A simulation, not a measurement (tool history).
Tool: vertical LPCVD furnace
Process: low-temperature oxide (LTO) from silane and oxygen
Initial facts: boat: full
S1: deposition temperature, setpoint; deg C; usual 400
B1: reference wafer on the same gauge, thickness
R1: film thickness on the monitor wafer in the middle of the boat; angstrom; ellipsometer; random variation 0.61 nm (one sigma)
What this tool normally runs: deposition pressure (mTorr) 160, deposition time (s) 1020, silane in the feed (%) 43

{"run": 1, "hour": 0.0, "S1": 400, "deposition pressure (mTorr)": 160, "deposition time (s)": 1020, "silane in the feed (%)": 40, "B1": 149.99, "R1": 1194.2}
{"run": 2, "hour": 29.0, "S1": 404, "deposition pressure (mTorr)": 160, "deposition time (s)": 1020, "silane in the feed (%)": 43, "B1": 150.02, "R1": 1349.7}
{"run": 3, "hour": 80.6, "S1": 404, "deposition pressure (mTorr)": 160, "deposition time (s)": 1020, "silane in the feed (%)": 43, "B1": 149.88, "R1": 1341.6}
{"run": 4, "hour": 152.5, "S1": 400, "deposition pressure (mTorr)": 160, "deposition time (s)": 1020, "silane in the feed (%)": 43, "B1": 150.09, "R1": 1292.7}
{"run": 5, "hour": 190.3, "S1": 400, "deposition pressure (mTorr)": 160, "deposition time (s)": 1020, "silane in the feed (%)": 43, "B1": 150.16, "R1": 1278.9}
{"run": 6, "hour": 240.1, "S1": 400, "deposition pressure (mTorr)": 140, "deposition time (s)": 1020, "silane in the feed (%)": 43, "B1": 149.94, "R1": 1121.7}
{"run": 7, "hour": 304.8, "S1": 400, "deposition pressure (mTorr)": 140, "deposition time (s)": 1020, "silane in the feed (%)": 43, "B1": 150.24, "R1": 1119.2}
{"run": 8, "hour": 349.9, "S1": 400, "deposition pressure (mTorr)": 140, "deposition time (s)": 1020, "silane in the feed (%)": 43, "B1": 150.02, "R1": 1121}
{"run": 9, "hour": 392.4, "S1": 400, "deposition pressure (mTorr)": 195, "deposition time (s)": 1020, "silane in the feed (%)": 43, "B1": 150.13, "R1": 1577.3}
{"run": 10, "hour": 434.0, "S1": 395, "deposition pressure (mTorr)": 125, "deposition time (s)": 1020, "silane in the feed (%)": 43, "B1": 150.26, "R1": 935.1}
{"run": 11, "hour": 490.2, "S1": 400, "deposition pressure (mTorr)": 160, "deposition time (s)": 1020, "silane in the feed (%)": 39, "B1": 149.94, "R1": 1141.1}
{"run": 12, "hour": 523.8, "S1": 400, "deposition pressure (mTorr)": 160, "deposition time (s)": 1020, "silane in the feed (%)": 43, "B1": 149.87, "R1": 1361.4}
{"run": 13, "hour": 588.8, "S1": 404, "deposition pressure (mTorr)": 160, "deposition time (s)": 1020, "silane in the feed (%)": 43, "B1": 150.11, "R1": 1401.2}
{"run": 14, "hour": 622.9, "S1": 400, "deposition pressure (mTorr)": 145, "deposition time (s)": 1020, "silane in the feed (%)": 37, "B1": 149.89, "R1": 1026.2}
{"run": 15, "hour": 664.7, "S1": 400, "deposition pressure (mTorr)": 160, "deposition time (s)": 1020, "silane in the feed (%)": 35, "B1": 149.98, "R1": 1044.5}
{"run": 16, "hour": 709.4, "S1": 395, "deposition pressure (mTorr)": 135, "deposition time (s)": 720, "silane in the feed (%)": 50, "B1": 149.96, "R1": 881.1}
{"run": 17, "hour": 761.2, "S1": 400, "deposition pressure (mTorr)": 160, "deposition time (s)": 1200, "silane in the feed (%)": 36, "B1": 150.15, "R1": 1280.1}
{"run": 18, "hour": 806.9, "S1": 400, "deposition pressure (mTorr)": 160, "deposition time (s)": 810, "silane in the feed (%)": 43, "B1": 149.92, "R1": 1072.6}
{"run": 19, "hour": 839.6, "S1": 407, "deposition pressure (mTorr)": 125, "deposition time (s)": 1020, "silane in the feed (%)": 34, "B1": 150.05, "R1": 848.9}
{"run": 20, "hour": 882.5, "S1": 412, "deposition pressure (mTorr)": 120, "deposition time (s)": 1230, "silane in the feed (%)": 40, "B1": 149.86, "R1": 1264.3}
{"run": 21, "hour": 928.4, "S1": 400, "deposition pressure (mTorr)": 160, "deposition time (s)": 1020, "silane in the feed (%)": 43, "B1": 149.71, "R1": 1341.2}
{"run": 22, "hour": 978.9, "S1": 400, "deposition pressure (mTorr)": 160, "deposition time (s)": 1020, "silane in the feed (%)": 43, "B1": 150.01, "R1": 1336.3}
{"run": 23, "hour": 1048.9, "S1": 400, "deposition pressure (mTorr)": 160, "deposition time (s)": 1020, "silane in the feed (%)": 47, "B1": 149.78, "R1": 1468.3}
{"run": 24, "hour": 1113.7, "S1": 400, "deposition pressure (mTorr)": 160, "deposition time (s)": 1020, "silane in the feed (%)": 49, "B1": 149.95, "R1": 1516.9}
{"run": 25, "hour": 1157.3, "S1": 396, "deposition pressure (mTorr)": 175, "deposition time (s)": 840, "silane in the feed (%)": 43, "B1": 150.01, "R1": 1147.8}
{"run": 26, "hour": 1185.9, "S1": 400, "deposition pressure (mTorr)": 160, "deposition time (s)": 1020, "silane in the feed (%)": 43, "B1": 150.07, "R1": 1322.4}
{"run": 27, "hour": 1220.3, "S1": 392, "deposition pressure (mTorr)": 190, "deposition time (s)": 1020, "silane in the feed (%)": 43, "B1": 150.3, "R1": 1445.6}
{"run": 28, "hour": 1249.7, "S1": 400, "deposition pressure (mTorr)": 160, "deposition time (s)": 1020, "silane in the feed (%)": 36, "B1": 149.93, "R1": 1072.6}
{"run": 29, "hour": 1287.5, "S1": 400, "deposition pressure (mTorr)": 160, "deposition time (s)": 1020, "silane in the feed (%)": 43, "B1": 149.85, "R1": 1318.4}
{"run": 30, "hour": 1334.3, "S1": 400, "deposition pressure (mTorr)": 160, "deposition time (s)": 1380, "silane in the feed (%)": 43, "B1": 150.05, "R1": 1778}
{"run": 31, "hour": 1372.1, "S1": 400, "deposition pressure (mTorr)": 160, "deposition time (s)": 1020, "silane in the feed (%)": 43, "B1": 149.89, "R1": 1329.5}

The log once held 4 entries between its listed runs, left out of this copy. Where does each go, and what is different about the tool's unlogged condition between the listed run before it and the listed run after it?
In the gap between runs 2 and 3: silane flow controller replaced (hour 64.8)
  true pressure minus gauge reading, mTorr: -5.8 -> -6.03
  measured less the result without the state, R1: -50.8 -> -52.6 angstrom
In the gap between runs 11 and 12: pressure gauge zeroed (hour 523.3)
  true pressure minus gauge reading, mTorr: -7.83 -> 0.719
  measured less the result without the state, R1: -58.7 -> +6.1 angstrom
In the gap between runs 12 and 13: gauge calibrated (hour 569.6); thermocouples replaced and temperature profile calibrated (hour 570.4)
  true pressure minus gauge reading, mTorr: 0.719 -> 0.434
  measured less the result without the state, R1: +6.1 -> +3.8 angstrom

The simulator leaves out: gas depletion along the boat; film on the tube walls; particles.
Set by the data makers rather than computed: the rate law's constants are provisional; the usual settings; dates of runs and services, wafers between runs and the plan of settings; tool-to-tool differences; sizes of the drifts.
